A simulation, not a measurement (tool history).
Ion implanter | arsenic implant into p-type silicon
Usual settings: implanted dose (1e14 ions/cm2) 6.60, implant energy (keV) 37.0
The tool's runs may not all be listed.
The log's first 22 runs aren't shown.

| run | hour | implanted dose (1e14 ions/cm2) | implant energy (keV) | read-back reference wafer on the same gauge, sheet resistance | sheet resistance of the implanted and annealed layer (ohm/square) |
|---|---|---|---|---|---|
| 23 | 304.5 | 6.60 | 37.0 | 155.04 | 152.10 |
| 24 | 339.7 | 5.34 | 37.0 | 154.86 | 178.29 |
| 25 | 350.5 | 6.60 | 37.0 | 154.88 | 152.98 |
| 26 | 359.9 | 7.45 | 46.0 | 154.91 | 134.69 |
| 27 | 370.8 | 7.81 | 26.0 | 154.90 | 143.40 |
| 28 | 386.4 | 6.60 | 37.0 | 154.97 | 152.56 |
| 29 | 403.2 | 5.96 | 46.5 | 154.92 | 160.12 |
| 30 | 416.2 | 7.11 | 25.5 | 155.08 | 154.04 |

5 ways to go on from here, each from the tool as it stands after run 30. What would each give?
| A | 416.6 | 6.60 | 24.5 | ? | ? |
| B | 416.6 | 5.23 | 46.5 | ? | ? |
| C | 416.6 | 5.97 | 37.0 | ? | ? |
| D | 416.6 | 5.27 | 44.5 | ? | ? |
| E | 416.6 | 8.55 | 49.5 | ? | ? |

| run | read-back reference wafer on the same gauge, sheet resistance | sheet resistance of the implanted and annealed layer (ohm/square) |
|---|---|---|
| A | 154.99 | 163.57 |
| B | 154.99 | 176.88 |
| C | 154.99 | 165.17 |
| D | 154.99 | 176.93 |
| E | 154.99 | 120.50 |
Without the tool's hidden state the same runs would have given:
| run | sheet resistance of the implanted and annealed layer (ohm/square) |
|---|---|
| A | 162.03 |
| B | 175.13 |
| C | 163.55 |
| D | 175.18 |
| E | 119.37 |

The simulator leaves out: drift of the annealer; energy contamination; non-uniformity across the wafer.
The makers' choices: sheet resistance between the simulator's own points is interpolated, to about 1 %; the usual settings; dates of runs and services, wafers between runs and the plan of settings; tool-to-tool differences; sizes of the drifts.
